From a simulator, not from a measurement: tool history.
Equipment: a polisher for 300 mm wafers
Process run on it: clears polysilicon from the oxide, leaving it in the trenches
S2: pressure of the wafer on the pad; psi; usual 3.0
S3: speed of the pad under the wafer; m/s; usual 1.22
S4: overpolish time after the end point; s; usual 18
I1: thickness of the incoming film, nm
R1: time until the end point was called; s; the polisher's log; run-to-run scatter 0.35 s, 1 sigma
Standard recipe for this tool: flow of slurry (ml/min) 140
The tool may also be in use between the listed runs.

{"run": 1, "hour": 0.0, "flow of slurry (ml/min)": 140, "S2": 3.0, "S3": 1.22, "S4": 18, "I1": 367.5, "R1": 21.4}
{"run": 2, "hour": 83.4, "flow of slurry (ml/min)": 140, "S2": 3.0, "S3": 1.22, "S4": 18, "I1": 371.5, "R1": 22.6}
{"run": 3, "hour": 126.5, "flow of slurry (ml/min)": 140, "S2": 3.0, "S3": 1.22, "S4": 18, "I1": 371.1, "R1": 22.4}
{"hour": 179.1, "done": "slurry nozzle cleaned"}
{"run": 4, "hour": 193.7, "flow of slurry (ml/min)": 140, "S2": 3.0, "S3": 1.22, "S4": 15, "I1": 364.9, "R1": 22.9}
{"run": 5, "hour": 247.4, "flow of slurry (ml/min)": 140, "S2": 3.0, "S3": 1.22, "S4": 15, "I1": 372.2, "R1": 23.3}
{"run": 6, "hour": 355.2, "flow of slurry (ml/min)": 140, "S2": 3.0, "S3": 1.22, "S4": 15, "I1": 371.7, "R1": 23.5}
{"hour": 386.5, "done": "worn pad replaced by a new one"}
{"run": 7, "hour": 459.5, "flow of slurry (ml/min)": 140, "S2": 3.0, "S3": 1.48, "S4": 18, "I1": 364.1, "R1": 17.8}
{"run": 8, "hour": 554.2, "flow of slurry (ml/min)": 140, "S2": 3.0, "S3": 1.48, "S4": 18, "I1": 370.1, "R1": 18.6}
{"run": 9, "hour": 601.6, "flow of slurry (ml/min)": 140, "S2": 3.0, "S3": 1.22, "S4": 18, "I1": 371.4, "R1": 22.9}
{"run": 10, "hour": 649.9, "flow of slurry (ml/min)": 140, "S2": 3.0, "S3": 1.22, "S4": 18, "I1": 369.3, "R1": 23.0}
{"hour": 699.3, "done": "slurry nozzle cleaned"}
{"run": 11, "hour": 745.0, "flow of slurry (ml/min)": 140, "S2": 3.0, "S3": 1.22, "S4": 18, "I1": 372.2, "R1": 23.5}
{"hour": 771.4, "done": "worn pad replaced by a new one"}
{"run": 12, "hour": 837.3, "flow of slurry (ml/min)": 140, "S2": 3.0, "S3": 1.22, "S4": 18, "I1": 365.7, "R1": 21.2}
{"run": 13, "hour": 891.3, "flow of slurry (ml/min)": 140, "S2": 3.0, "S3": 1.22, "S4": 18, "I1": 366.7, "R1": 21.7}
{"run": 14, "hour": 955.4, "flow of slurry (ml/min)": 140, "S2": 3.0, "S3": 1.22, "S4": 18, "I1": 371.7, "R1": 22.5}
{"run": 15, "hour": 1008.4, "flow of slurry (ml/min)": 125, "S2": 4.0, "S3": 0.92, "S4": 11, "I1": 364.1, "R1": 23.8}
{"run": 16, "hour": 1074.8, "flow of slurry (ml/min)": 120, "S2": 2.7, "S3": 1.02, "S4": 28, "I1": 373.5, "R1": 31.8}
{"hour": 1140.3, "done": "slurry nozzle cleaned"}
{"run": 17, "hour": 1164.9, "flow of slurry (ml/min)": 165, "S2": 3.3, "S3": 1.22, "S4": 23, "I1": 370.1, "R1": 22.1}
{"hour": 1169.0, "done": "worn pad replaced by a new one"}
{"run": 18, "hour": 1202.8, "flow of slurry (ml/min)": 155, "S2": 2.3, "S3": 1.56, "S4": 25, "I1": 372.8, "R1": 21.5}
{"run": 19, "hour": 1243.8, "flow of slurry (ml/min)": 185, "S2": 2.7, "S3": 0.84, "S4": 18, "I1": 368.0, "R1": 33.6}
{"run": 20, "hour": 1290.5, "flow of slurry (ml/min)": 160, "S2": 2.3, "S3": 1.22, "S4": 18, "I1": 374.8, "R1": 27.2}
{"run": 21, "hour": 1397.7, "flow of slurry (ml/min)": 155, "S2": 3.0, "S3": 1.58, "S4": 23, "I1": 368.2, "R1": 17.5}
{"hour": 1523.7, "done": "worn pad replaced by a new one"}
{"hour": 1578.3, "done": "head pressure recalibrated"}
{"hour": 1588.9, "done": "slurry nozzle cleaned"}
{"run": 22, "hour": 1598.1, "flow of slurry (ml/min)": 140, "S2": 3.0, "S3": 1.22, "S4": 18, "I1": 369.1, "R1": 21.7}
{"run": 23, "hour": 1688.6, "flow of slurry (ml/min)": 140, "S2": 3.0, "S3": 1.0, "S4": 9, "I1": 367.9, "R1": 26.6}
{"run": 24, "hour": 1778.6, "flow of slurry (ml/min)": 120, "S2": 3.8, "S3": 1.22, "S4": 25, "I1": 374.7, "R1": 19.8}
{"run": 25, "hour": 1838.5, "flow of slurry (ml/min)": 155, "S2": 2.3, "S3": 1.56, "S4": 25, "I1": 366.5, "R1": 21.5}
{"run": 26, "hour": 1909.5, "flow of slurry (ml/min)": 140, "S2": 3.0, "S3": 1.22, "S4": 18, "I1": 364.8, "R1": 24.3}
{"hour": 1947.6, "done": "worn pad replaced by a new one"}
{"run": 27, "hour": 1950.1, "flow of slurry (ml/min)": 140, "S2": 3.0, "S3": 1.56, "S4": 18, "I1": 370.2, "R1": 17.3}
{"run": 28, "hour": 2043.3, "flow of slurry (ml/min)": 100, "S2": 2.2, "S3": 1.22, "S4": 12, "I1": 373.5, "R1": 30.6}

Forecast each of these 4 alternatives for the next run:
{"run": "A", "hour": 2043.7, "flow of slurry (ml/min)": 140, "S2": 3.0, "S3": 1.36, "S4": 18, "I1": 369.8, "R1": "?"}
{"run": "B", "hour": 2043.7, "flow of slurry (ml/min)": 100, "S2": 3.6, "S3": 1.22, "S4": 18, "I1": 369.8, "R1": "?"}
{"run": "C", "hour": 2043.7, "flow of slurry (ml/min)": 165, "S2": 2.5, "S3": 1.04, "S4": 8, "I1": 369.8, "R1": "?"}
{"run": "D", "hour": 2043.7, "flow of slurry (ml/min)": 95, "S2": 2.4, "S3": 0.94, "S4": 7, "I1": 369.8, "R1": "?"}

run=A R1=19.5
run=B R1=20.3
run=C R1=28.5
run=D R1=36.8
With no hidden state in the tool, these same runs would have given:
run=A R1=19.3
run=B R1=20.2
run=C R1=28.3
run=D R1=36.5
